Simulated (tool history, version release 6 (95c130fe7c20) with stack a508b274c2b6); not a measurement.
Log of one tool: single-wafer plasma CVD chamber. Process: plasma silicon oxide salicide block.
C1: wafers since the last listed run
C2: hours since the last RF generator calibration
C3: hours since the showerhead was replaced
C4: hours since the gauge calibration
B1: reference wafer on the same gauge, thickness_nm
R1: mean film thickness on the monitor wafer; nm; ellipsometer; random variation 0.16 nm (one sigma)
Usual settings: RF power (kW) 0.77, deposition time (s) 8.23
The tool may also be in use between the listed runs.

run 1 hour=0 | RF_power_(kW)=0.77 deposition_time_(s)=7.27 | C1=0 C2=2060.1 C3=6487.9 C4=456.2 | B1=82.465 | R1=75.149
run 2 hour=66.7 | RF_power_(kW)=0.77 deposition_time_(s)=9.38 | C1=2870 C2=2126.8 C3=6554.6 C4=522.9 | B1=82.519 | R1=97.292
run 3 hour=98.7 | RF_power_(kW)=0.655 deposition_time_(s)=8.23 | C1=1377 C2=2158.8 C3=6586.6 C4=554.9 | B1=82.511 | R1=81.931
run 4 hour=262.8 | RF_power_(kW)=0.655 deposition_time_(s)=8.23 | C1=7062 C2=2322.9 C3=6750.7 C4=719 | B1=82.518 | R1=81.728
run 5 hour=302.6 | RF_power_(kW)=0.655 deposition_time_(s)=8.23 | C1=1712 C2=2362.7 C3=6790.5 C4=758.8 | B1=82.486 | R1=81.853
run 6 hour=330.1 | RF_power_(kW)=0.73 deposition_time_(s)=7.09 | C1=1183 C2=2390.2 C3=6818 C4=786.3 | B1=82.495 | R1=72.294
run 7 hour=504 | RF_power_(kW)=0.77 deposition_time_(s)=8.23 | C1=7484 C2=2564.1 C3=6991.9 C4=960.2 | B1=82.492 | R1=84.917
run 8 hour=560.9 | RF_power_(kW)=0.77 deposition_time_(s)=8.23 | C1=2448 C2=2621 C3=7048.8 C4=1017.1 | B1=82.461 | R1=84.807
run 9 hour=588.8 | RF_power_(kW)=0.77 deposition_time_(s)=8.23 | C1=1200 C2=2648.9 C3=7076.7 C4=1045 | B1=82.453 | R1=84.77
-- hour=622.2 RF generator calibrated
run 10 hour=622.7 | RF_power_(kW)=0.77 deposition_time_(s)=8.23 | C1=1114 C2=0.5 C3=7110.6 C4=1078.9 | B1=82.518 | R1=86.99
run 11 hour=658.7 | RF_power_(kW)=0.67 deposition_time_(s)=6.92 | C1=1549 C2=36.5 C3=7146.6 C4=1114.9 | B1=82.522 | R1=70.384
-- hour=663.1 gauge calibrated
-- hour=698.7 showerhead replaced, of another model than before
run 12 hour=699.2 | RF_power_(kW)=0.915 deposition_time_(s)=6.63 | C1=1398 C2=77 C3=0.5 C4=36.1 | B1=82.458 | R1=71.733
run 13 hour=761.3 | RF_power_(kW)=0.77 deposition_time_(s)=8.23 | C1=2672 C2=139.1 C3=62.6 C4=98.2 | B1=82.518 | R1=86.973
run 14 hour=801.2 | RF_power_(kW)=0.7 deposition_time_(s)=9.17 | C1=1717 C2=179 C3=102.5 C4=138.1 | B1=82.483 | R1=95.136
run 15 hour=850.3 | RF_power_(kW)=0.825 deposition_time_(s)=7.54 | C1=2113 C2=228.1 C3=151.6 C4=187.2 | B1=82.492 | R1=80.316
run 16 hour=890.7 | RF_power_(kW)=0.89 deposition_time_(s)=7.5 | C1=1738 C2=268.5 C3=192 C4=227.6 | B1=82.518 | R1=80.758
run 17 hour=934.5 | RF_power_(kW)=0.815 deposition_time_(s)=9.48 | C1=1885 C2=312.3 C3=235.8 C4=271.4 | B1=82.526 | R1=100.9
run 18 hour=988.6 | RF_power_(kW)=0.85 deposition_time_(s)=7.2 | C1=2328 C2=366.4 C3=289.9 C4=325.5 | B1=82.491 | R1=77.109
run 19 hour=1044.5 | RF_power_(kW)=0.91 deposition_time_(s)=7.1 | C1=2405 C2=422.3 C3=345.8 C4=381.4 | B1=82.526 | R1=77.038
run 20 hour=1104.8 | RF_power_(kW)=0.77 deposition_time_(s)=8.23 | C1=2595 C2=482.6 C3=406.1 C4=441.7 | B1=82.546 | R1=86.707

Some steps in R1 between neighbouring runs. How much of each would the tool show without its hidden state too (settings, what came in, random variation), and how much is left for the hidden state, with any gauge scatter that isn't in both results?
The hidden state here: delivered RF power above the setpoint (%); gauge reads high (%).
Run 1 -> 2: deposition time (s) 7.27 -> 9.38. R1 +22.143 nm: hidden state -0.481, all else +22.624.
Run 9 -> 10: RF generator calibrated. R1 +2.22 nm: hidden state +2.059, all else +0.161.
Run 17 -> 18: RF power (kW) 0.815 -> 0.85, deposition time (s) 9.48 -> 7.2. R1 -23.791 nm: hidden state +0.017, all else -23.808.
